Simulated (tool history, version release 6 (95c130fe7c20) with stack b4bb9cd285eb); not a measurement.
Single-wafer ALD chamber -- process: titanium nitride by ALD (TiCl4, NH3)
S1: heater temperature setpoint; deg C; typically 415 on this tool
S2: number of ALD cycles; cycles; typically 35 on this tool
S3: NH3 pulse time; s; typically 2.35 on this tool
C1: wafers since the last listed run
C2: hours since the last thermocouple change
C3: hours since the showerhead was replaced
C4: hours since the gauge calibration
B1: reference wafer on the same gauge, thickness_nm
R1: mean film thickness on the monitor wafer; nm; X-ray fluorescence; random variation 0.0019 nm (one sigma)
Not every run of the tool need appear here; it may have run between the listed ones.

run	hour	S1	S2	S3	C1	C2	C3	C4	B1	R1
1	0.0	415	35	2.35	0	1264.2	3737.0	415.7	0.850	0.758
2	22.9	415	35	2.35	195	1287.1	3759.9	438.6	0.849	0.757
3	54.6	415	35	2.35	270	1318.8	3791.6	470.3	0.849	0.757
4	75.0	415	35	2.35	174	1339.2	3812.0	490.7	0.849	0.755
5	100.4	415	35	2.35	216	1364.6	3837.4	516.1	0.850	0.756
6	128.7	415	35	2.35	241	1392.9	3865.7	544.4	0.849	0.754
7	162.3	415	35	2.35	286	1426.5	3899.3	578.0	0.849	0.758
8	184.8	415	35	2.35	191	1449.0	3921.8	600.5	0.850	0.758
9	214.5	415	35	2.35	253	1478.7	3951.5	630.2	0.849	0.754
# hour 249.7: showerhead replaced
10	250.2	415	35	1.80	236	1514.4	0.5	665.9	0.850	0.751
11	261.1	415	35	1.80	92	1525.3	11.4	676.8	0.849	0.753
12	290.0	415	35	2.35	246	1554.2	40.3	705.7	0.849	0.758
# hour 351.7: gauge calibrated
13	394.1	426	39	1.51	888	1658.3	144.4	42.4	0.849	0.837
14	418.6	415	42	3.02	209	1682.8	168.9	66.9	0.851	0.917
15	453.9	420	35	1.57	301	1718.1	204.2	102.2	0.849	0.747
16	472.5	424	31	1.69	158	1736.7	222.8	120.8	0.850	0.665
# hour 495.4: thermocouple changed; heater temperature recalibrated
17	495.9	420	35	1.58	131	0.5	246.2	144.2	0.849	0.747
18	506.4	423	35	1.77	89	11.0	256.7	154.7	0.848	0.755
19	521.6	423	35	2.35	129	26.2	271.9	169.9	0.849	0.759
20	555.6	415	31	2.35	290	60.2	305.9	203.9	0.849	0.673
21	581.1	415	38	2.35	217	85.7	331.4	229.4	0.849	0.824
22	612.8	415	35	2.35	270	117.4	363.1	261.1	0.850	0.757
23	642.1	422	35	2.62	249	146.7	392.4	290.4	0.848	0.761
24	654.1	429	29	1.78	102	158.7	404.4	302.4	0.849	0.626
25	689.0	429	29	1.78	297	193.6	439.3	337.3	0.850	0.624

Consider 3 possible next runs. They are alternatives, not a sequence: every one starts from the tool as it was left by run 25. What does each give?
A	689.5	415	35	2.35	4	194.1	439.8	337.8	?	?
B	689.5	426	35	2.35	4	194.1	439.8	337.8	?	?
C	689.5	405	30	2.82	4	194.1	439.8	337.8	?	?

run	B1	R1
A	0.848	0.757
B	0.848	0.759
C	0.848	0.652
Stripped of hidden state, with their random variation kept, the same runs would have yielded:
run	R1
A	0.757
B	0.759
C	0.652
